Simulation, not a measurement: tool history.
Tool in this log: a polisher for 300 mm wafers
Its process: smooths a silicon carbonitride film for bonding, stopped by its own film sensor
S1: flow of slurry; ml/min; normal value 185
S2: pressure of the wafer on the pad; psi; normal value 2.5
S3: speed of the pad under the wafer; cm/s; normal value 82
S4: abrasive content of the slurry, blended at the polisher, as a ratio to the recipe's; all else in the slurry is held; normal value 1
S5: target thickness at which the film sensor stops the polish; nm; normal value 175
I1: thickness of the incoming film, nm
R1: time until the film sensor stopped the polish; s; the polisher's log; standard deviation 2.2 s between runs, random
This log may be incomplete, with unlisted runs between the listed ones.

run,day,S1,S2,S3,S4,S5,I1,R1
1,0,185,2.5,82,1,175,206.5,125.1
2,2.117,185,2.5,82,1,175,214.1,158
3,4.892,185,2.5,82,1,175,208.5,131.6
4,8.721,185,2.5,82,1,175,209.8,137.2
5,12.558,185,2.5,82,1,175,207,124
# day 14.012: slurry blender recalibrated
# day 14.354: head pressure recalibrated
# day 14.612: slurry nozzle cleaned
6,15.521,185,2.5,82,1.15,175,210,138.8
# day 17.233: worn pad replaced by a new one
7,18.129,185,2.5,82,1.15,175,208.5,131
8,19.754,185,2.5,82,1,175,210.3,149.9
9,21.525,185,2.5,82,1,175,213.6,165.3
10,33.004,185,2.5,82,1,175,208.3,137.5
# day 33.508: slurry blender recalibrated
# day 35.275: slurry nozzle cleaned
# day 36.996: worn pad replaced by a new one
11,37.283,210,2.5,82,1,175,208.4,134.8
12,41.546,210,2.5,82,1,175,209.5,139.2
13,44.121,185,2.5,82,1,175,214.7,158.4
14,46.138,185,2.1,82,1.15,175,209.6,151.3
15,49.512,185,2.3,106,1,172,210.5,134.1
16,52.392,210,2.9,102,0.75,175,212.5,132.7
# day 53.871: slurry blender recalibrated
# day 56.058: slurry nozzle cleaned
# day 56.371: worn pad replaced by a new one
17,56.571,230,2.7,82,1,163,209.9,164.7
18,59.692,185,2.5,82,1,175,211.7,145.5
19,61.642,185,2.5,92,1,170,210.2,143.4
# day 64.371: head pressure recalibrated
20,65.55,225,2.5,72,0.75,171,211.8,244.2
21,68.062,185,2.5,74,1,175,208,151.1
# day 69.338: slurry blender recalibrated
22,71.921,185,2.5,106,1.15,175,206.2,98.3
# day 74.658: slurry nozzle cleaned
23,75.058,225,2.5,56,1,175,209.4,194.7
# day 75.283: worn pad replaced by a new one
24,79.25,205,2.2,82,0.85,184,206.8,123.2
25,82.775,135,2.8,82,1,183,211.6,108.4
26,85.508,185,2.5,82,1,175,211.5,150.5
27,88.708,185,3.4,82,1,175,209.6,102.5

Consider 3 possible next runs. They are alternatives, not a sequence: every one starts from the tool as it was left by run 27. What does each give?
A,88.729,185,2.5,56,1,175,206.5,?
B,88.729,210,1.9,94,0.9,175,206.5,?
C,88.729,185,2.5,108,1,175,206.5,?

run,R1
A,177.4
B,164.4
C,104.9
Had the tool no hidden state, the same runs would have come out as:
run,R1
A,190
B,176.1
C,112.3

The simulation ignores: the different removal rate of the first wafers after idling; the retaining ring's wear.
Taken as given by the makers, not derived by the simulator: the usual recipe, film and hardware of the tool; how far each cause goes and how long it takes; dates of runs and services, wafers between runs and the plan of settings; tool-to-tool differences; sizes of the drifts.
